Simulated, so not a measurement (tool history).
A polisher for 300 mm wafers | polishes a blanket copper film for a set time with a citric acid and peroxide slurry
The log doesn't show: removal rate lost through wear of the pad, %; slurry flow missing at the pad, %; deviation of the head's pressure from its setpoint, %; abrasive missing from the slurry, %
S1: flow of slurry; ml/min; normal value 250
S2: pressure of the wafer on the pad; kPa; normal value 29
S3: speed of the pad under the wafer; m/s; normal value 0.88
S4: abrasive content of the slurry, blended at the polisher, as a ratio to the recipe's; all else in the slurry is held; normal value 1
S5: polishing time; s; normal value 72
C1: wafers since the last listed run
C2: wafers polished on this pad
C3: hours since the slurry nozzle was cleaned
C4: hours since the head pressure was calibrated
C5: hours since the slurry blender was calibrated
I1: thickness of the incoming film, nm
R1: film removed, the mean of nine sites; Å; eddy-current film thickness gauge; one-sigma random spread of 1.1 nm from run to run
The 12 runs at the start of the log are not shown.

{"run": 13, "hour": 1007.7, "S1": 250, "S2": 34.5, "S3": 0.88, "S4": 1, "S5": 93, "C1": 441, "C2": 3915, "C3": 109.6, "C4": 313.2, "C5": 248.6, "I1": 1135.6, "R1": 2434}
{"run": 14, "hour": 1113.7, "S1": 250, "S2": 29, "S3": 0.88, "S4": 1, "S5": 72, "C1": 868, "C2": 4784, "C3": 215.6, "C4": 419.2, "C5": 354.6, "I1": 1137.3, "R1": 1591}
{"hour": 1127.0, "done": "worn pad replaced by a new one"}
{"run": 15, "hour": 1164.2, "S1": 250, "S2": 25.5, "S3": 1.14, "S4": 0.75, "S5": 72, "C1": 381, "C2": 304, "C3": 266.1, "C4": 469.7, "C5": 405.1, "I1": 1132.6, "R1": 1500}
{"run": 16, "hour": 1225.2, "S1": 250, "S2": 29, "S3": 1.14, "S4": 1.15, "S5": 59, "C1": 500, "C2": 804, "C3": 327.1, "C4": 530.7, "C5": 466.1, "I1": 1132.2, "R1": 1594}
{"hour": 1323.1, "done": "slurry blender recalibrated"}
{"run": 17, "hour": 1330.0, "S1": 250, "S2": 29, "S3": 1.06, "S4": 1.15, "S5": 72, "C1": 842, "C2": 1647, "C3": 431.9, "C4": 635.5, "C5": 6.9, "I1": 1124.1, "R1": 1866}
{"run": 18, "hour": 1375.9, "S1": 250, "S2": 29, "S3": 0.88, "S4": 1, "S5": 72, "C1": 376, "C2": 2023, "C3": 477.8, "C4": 681.4, "C5": 52.8, "I1": 1155.3, "R1": 1577}
{"run": 19, "hour": 1451.1, "S1": 215, "S2": 24.1, "S3": 0.88, "S4": 1, "S5": 72, "C1": 616, "C2": 2640, "C3": 553, "C4": 756.6, "C5": 128, "I1": 1137.4, "R1": 1289}
{"run": 20, "hour": 1516.5, "S1": 325, "S2": 29, "S3": 1, "S4": 1.1, "S5": 72, "C1": 536, "C2": 3176, "C3": 618.4, "C4": 822, "C5": 193.4, "I1": 1115.5, "R1": 1801}
{"hour": 1531.5, "done": "slurry nozzle cleaned"}
{"run": 21, "hour": 1553.7, "S1": 250, "S2": 29, "S3": 1.02, "S4": 1.15, "S5": 72, "C1": 296, "C2": 3473, "C3": 22.2, "C4": 859.2, "C5": 230.6, "I1": 1116.4, "R1": 1780}
{"run": 22, "hour": 1619.4, "S1": 250, "S2": 22.8, "S3": 0.88, "S4": 0.8, "S5": 72, "C1": 538, "C2": 4011, "C3": 87.9, "C4": 924.9, "C5": 296.3, "I1": 1148.7, "R1": 1143}
{"run": 23, "hour": 1706.4, "S1": 315, "S2": 29, "S3": 0.88, "S4": 1, "S5": 72, "C1": 713, "C2": 4724, "C3": 174.9, "C4": 1011.9, "C5": 383.3, "I1": 1135.7, "R1": 1578}
{"run": 24, "hour": 1810.5, "S1": 250, "S2": 29, "S3": 0.58, "S4": 1.15, "S5": 72, "C1": 853, "C2": 5578, "C3": 279, "C4": 1116, "C5": 487.4, "I1": 1115.6, "R1": 1225}
{"hour": 1877.9, "done": "worn pad replaced by a new one"}
{"run": 25, "hour": 1894.1, "S1": 165, "S2": 29, "S3": 0.68, "S4": 0.7, "S5": 72, "C1": 652, "C2": 132, "C3": 362.6, "C4": 1199.6, "C5": 571, "I1": 1127.1, "R1": 1090}
{"hour": 1925.8, "done": "slurry blender recalibrated"}
{"hour": 1958.9, "done": "head pressure recalibrated"}
{"run": 26, "hour": 1972.5, "S1": 250, "S2": 22.8, "S3": 0.88, "S4": 0.8, "S5": 72, "C1": 609, "C2": 742, "C3": 441, "C4": 13.6, "C5": 46.7, "I1": 1123.7, "R1": 1228}
{"run": 27, "hour": 2074.2, "S1": 250, "S2": 29, "S3": 0.88, "S4": 1, "S5": 72, "C1": 833, "C2": 1576, "C3": 542.7, "C4": 115.3, "C5": 148.4, "I1": 1128.9, "R1": 1643}
{"run": 28, "hour": 2127.5, "S1": 250, "S2": 29, "S3": 0.88, "S4": 1, "S5": 72, "C1": 436, "C2": 2013, "C3": 596, "C4": 168.6, "C5": 201.7, "I1": 1119.4, "R1": 1613}
{"run": 29, "hour": 2171.1, "S1": 250, "S2": 29, "S3": 0.88, "S4": 1.2, "S5": 72, "C1": 357, "C2": 2370, "C3": 639.6, "C4": 212.2, "C5": 245.3, "I1": 1151.7, "R1": 1697}
{"run": 30, "hour": 2218.1, "S1": 250, "S2": 29, "S3": 0.88, "S4": 1, "S5": 91, "C1": 385, "C2": 2755, "C3": 686.6, "C4": 259.2, "C5": 292.3, "I1": 1143.8, "R1": 2010}

Forecast each of these 4 alternatives for the next run:
{"run": "A", "hour": 2218.5, "S1": 330, "S2": 29, "S3": 0.88, "S4": 1, "S5": 72, "C1": 3, "C2": 2759, "C3": 687, "C4": 259.6, "C5": 292.7, "I1": 1111.1, "R1": "?"}
{"run": "B", "hour": 2218.5, "S1": 250, "S2": 22.8, "S3": 0.88, "S4": 0.9, "S5": 72, "C1": 3, "C2": 2759, "C3": 687, "C4": 259.6, "C5": 292.7, "I1": 1111.1, "R1": "?"}
{"run": "C", "hour": 2218.5, "S1": 250, "S2": 29, "S3": 0.78, "S4": 1, "S5": 72, "C1": 3, "C2": 2759, "C3": 687, "C4": 259.6, "C5": 292.7, "I1": 1111.1, "R1": "?"}
{"run": "D", "hour": 2218.5, "S1": 330, "S2": 24.1, "S3": 0.88, "S4": 1, "S5": 72, "C1": 3, "C2": 2759, "C3": 687, "C4": 259.6, "C5": 292.7, "I1": 1111.1, "R1": "?"}

run=A R1=1632
run=B R1=1216
run=C R1=1473
run=D R1=1366
Take away the tool's hidden state, keep each run's random variation, and the runs would have read:
run=A R1=1728
run=B R1=1287
run=C R1=1559
run=D R1=1446
